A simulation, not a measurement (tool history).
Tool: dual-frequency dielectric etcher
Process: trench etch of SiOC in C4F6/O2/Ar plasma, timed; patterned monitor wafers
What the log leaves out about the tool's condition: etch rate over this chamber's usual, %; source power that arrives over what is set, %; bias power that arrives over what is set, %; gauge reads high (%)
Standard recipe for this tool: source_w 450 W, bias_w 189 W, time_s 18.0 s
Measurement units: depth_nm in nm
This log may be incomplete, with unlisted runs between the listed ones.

run   hour  source_w  bias_w  time_s  wafers since the last listed run  hours since the last wet clean  hours since the last source power generator calibration  hours since the last bias power generator calibration  hours since the last upper electrode change  hours since the gauge calibration  read-back reference wafer on the same gauge, depth_nm  depth_nm
  1    0.0       450     189    20.0                                 0                             0.5                                                   1698.7                                                 2871.1                                       1761.0                              788.5                                                  41.09     41.57
  2    2.1       450     189    18.0                                26                             2.6                                                   1700.8                                                 2873.2                                       1763.1                              790.6                                                  41.09     37.46
  3   23.7       450     189    18.0                               275                            24.2                                                   1722.4                                                 2894.8                                       1784.7                              812.2                                                  41.10     37.41
  4   39.4       450     189    18.0                               200                            39.9                                                   1738.1                                                 2910.5                                       1800.4                              827.9                                                  41.08     37.44
  5  131.1       450     189    22.5                              1169                           131.6                                                   1829.8                                                 3002.2                                       1892.1                              919.6                                                  41.11     46.75
     144.3  -- gauge calibrated
  6  165.8       450     189    18.0                               442                           166.3                                                   1864.5                                                 3036.9                                       1926.8                               21.5                                                  41.11     37.30
  7  185.9       450     189    18.0                               256                           186.4                                                   1884.6                                                 3057.0                                       1946.9                               41.6                                                  41.10     37.36
  8  209.9       450     189    18.0                               305                           210.4                                                   1908.6                                                 3081.0                                       1970.9                               65.6                                                  41.10     37.29
  9  239.3       450     201    16.5                               374                           239.8                                                   1938.0                                                 3110.4                                       2000.3                               95.0                                                  41.09     35.17
 10  265.1       450     189    18.0                               328                           265.6                                                   1963.8                                                 3136.2                                       2026.1                              120.8                                                  41.11     37.45
 11  293.1       450     189    18.0                               356                           293.6                                                   1991.8                                                 3164.2                                       2054.1                              148.8                                                  41.11     37.36
 12  311.3       520     169    20.5                               232                           311.8                                                   2010.0                                                 3182.4                                       2072.3                              167.0                                                  41.10     42.62
 13  335.9       450     233    16.0                               313                           336.4                                                   2034.6                                                 3207.0                                       2096.9                              191.6                                                  41.11     36.20
     347.7  -- bias power generator calibrated
 14  367.2       450     189    18.0                               348                           367.7                                                   2065.9                                                   19.5                                       2128.2                              222.9                                                  41.09     38.19
 15  399.7       450     208    12.5                               414                           400.2                                                   2098.4                                                   52.0                                       2160.7                              255.4                                                  41.11     27.54
 16  434.7       390     144    18.0                               446                           435.2                                                   2133.4                                                   87.0                                       2195.7                              290.4                                                  41.10     32.07
     470.2  -- upper electrode replaced
 17  470.7       480     213    15.0                               152                           471.2                                                   2169.4                                                  123.0                                          0.5                              326.4                                                  41.11     34.10
 18  487.2       350     224    14.0                               210                           487.7                                                   2185.9                                                  139.5                                         17.0                              342.9                                                  41.11     29.27

Run 19 has not been measured yet. What should we expect?
     501.4  -- source power generator calibrated
     513.2  -- wet clean of the chamber
 19  513.7       340     224    14.5                               136                             0.5                                                     12.3                                                  166.0                                         43.5                              369.4                                                      ?         ?

read-back reference wafer on the same gauge, depth_nm: 41.10
depth_nm: 30.42 nm
On a tool with no hidden condition, and with the same random variation, this run would have come out at depth_nm 30.61 nm.
